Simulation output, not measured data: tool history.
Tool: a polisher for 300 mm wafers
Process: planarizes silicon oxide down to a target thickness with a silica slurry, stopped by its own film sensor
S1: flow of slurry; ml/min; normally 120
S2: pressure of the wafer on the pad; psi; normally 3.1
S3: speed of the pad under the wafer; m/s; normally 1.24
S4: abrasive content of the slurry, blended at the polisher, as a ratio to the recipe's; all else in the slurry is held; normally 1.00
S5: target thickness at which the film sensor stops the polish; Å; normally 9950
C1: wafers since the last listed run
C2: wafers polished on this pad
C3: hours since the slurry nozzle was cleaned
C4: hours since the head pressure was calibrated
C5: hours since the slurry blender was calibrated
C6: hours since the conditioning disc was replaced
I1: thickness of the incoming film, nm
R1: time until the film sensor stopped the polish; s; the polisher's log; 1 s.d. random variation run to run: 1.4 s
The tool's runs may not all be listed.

| run | hour | S1 | S2 | S3 | S4 | S5 | C1 | C2 | C3 | C4 | C5 | C6 | I1 | R1 |
|---|---|---|---|---|---|---|---|---|---|---|---|---|---|---|
| 1 | 0.0 | 120 | 3.1 | 1.24 | 1.00 | 10270 | 0 | 1303 | 290.7 | 493.2 | 57.6 | 208.4 | 1325.4 | 120.8 |
|  | 63.3 | worn pad replaced by a new one |
| 2 | 63.8 | 120 | 3.1 | 1.24 | 1.00 | 10270 | 545 | 4 | 354.5 | 557.0 | 121.4 | 272.2 | 1312.3 | 117.3 |
|  | 98.8 | conditioning disc replaced and pad reconditioned |
| 3 | 155.0 | 150 | 2.9 | 1.24 | 1.00 | 9950 | 814 | 818 | 445.7 | 648.2 | 212.6 | 56.2 | 1301.0 | 116.7 |
|  | 157.2 | head pressure recalibrated |
|  | 189.8 | slurry blender recalibrated |
| 4 | 244.3 | 150 | 2.9 | 1.24 | 1.00 | 9950 | 778 | 1596 | 535.0 | 87.1 | 54.5 | 145.5 | 1295.7 | 120.7 |
|  | 307.1 | worn pad replaced by a new one |
|  | 395.3 | slurry nozzle cleaned |
|  | 397.1 | slurry blender recalibrated |
| 5 | 448.2 | 150 | 2.9 | 1.24 | 1.00 | 9950 | 1798 | 1262 | 52.9 | 291.0 | 51.1 | 349.4 | 1320.8 | 135.2 |
|  | 470.5 | conditioning disc replaced and pad reconditioned |
|  | 497.0 | worn pad replaced by a new one |
| 6 | 517.4 | 120 | 3.1 | 1.24 | 1.00 | 9950 | 576 | 186 | 122.1 | 360.2 | 120.3 | 46.9 | 1321.7 | 125.0 |
| 7 | 592.2 | 120 | 3.1 | 1.24 | 1.00 | 9950 | 682 | 868 | 196.9 | 435.0 | 195.1 | 121.7 | 1300.0 | 123.7 |
|  | 608.8 | slurry blender recalibrated |
| 8 | 648.4 | 155 | 4.2 | 1.62 | 0.85 | 9950 | 494 | 1363 | 253.1 | 491.2 | 39.6 | 177.9 | 1308.2 | 97.9 |
|  | 708.8 | worn pad replaced by a new one |
| 9 | 751.1 | 120 | 3.1 | 1.24 | 1.25 | 8920 | 900 | 385 | 355.8 | 593.9 | 142.3 | 280.6 | 1319.1 | 155.8 |
|  | 838.7 | head pressure recalibrated |
|  | 841.7 | slurry blender recalibrated |
| 10 | 842.2 | 150 | 3.1 | 0.84 | 1.00 | 9950 | 794 | 1180 | 446.9 | 3.5 | 0.5 | 371.7 | 1348.2 | 187.5 |
|  | 852.8 | conditioning disc replaced and pad reconditioned |
|  | 916.5 | worn pad replaced by a new one |
| 11 | 947.0 | 120 | 3.1 | 1.24 | 1.00 | 9950 | 901 | 278 | 551.7 | 108.3 | 105.3 | 94.2 | 1341.6 | 137.7 |
| 12 | 994.9 | 120 | 2.1 | 1.24 | 1.00 | 9950 | 437 | 715 | 599.6 | 156.2 | 153.2 | 142.1 | 1316.6 | 157.2 |
|  | 1032.8 | slurry nozzle cleaned |
|  | 1072.1 | slurry blender recalibrated |
| 13 | 1072.6 | 120 | 3.4 | 1.24 | 1.30 | 8900 | 681 | 1397 | 39.8 | 233.9 | 0.5 | 219.8 | 1316.8 | 143.0 |
| 14 | 1109.2 | 90 | 3.1 | 1.24 | 1.00 | 9950 | 334 | 1731 | 76.4 | 270.5 | 37.1 | 256.4 | 1335.5 | 153.1 |

Forecast each of these 4 alternatives for the next run:
| A | 1109.7 | 120 | 3.7 | 1.24 | 1.00 | 9950 | 4 | 1735 | 76.9 | 271.0 | 37.6 | 256.9 | 1317.0 | ? |
| B | 1109.7 | 120 | 3.1 | 1.24 | 1.00 | 9640 | 4 | 1735 | 76.9 | 271.0 | 37.6 | 256.9 | 1317.0 | ? |
| C | 1109.7 | 120 | 3.1 | 1.24 | 1.15 | 9950 | 4 | 1735 | 76.9 | 271.0 | 37.6 | 256.9 | 1317.0 | ? |
| D | 1109.7 | 95 | 2.3 | 1.24 | 1.25 | 9950 | 4 | 1735 | 76.9 | 271.0 | 37.6 | 256.9 | 1317.0 | ? |

| run | R1 |
|---|---|
| A | 123.6 |
| B | 148.9 |
| C | 125.2 |
| D | 145.9 |
With no hidden state in the tool, these same runs would have given:
| run | R1 |
|---|---|
| A | 102.0 |
| B | 124.8 |
| C | 104.9 |
| D | 124.9 |

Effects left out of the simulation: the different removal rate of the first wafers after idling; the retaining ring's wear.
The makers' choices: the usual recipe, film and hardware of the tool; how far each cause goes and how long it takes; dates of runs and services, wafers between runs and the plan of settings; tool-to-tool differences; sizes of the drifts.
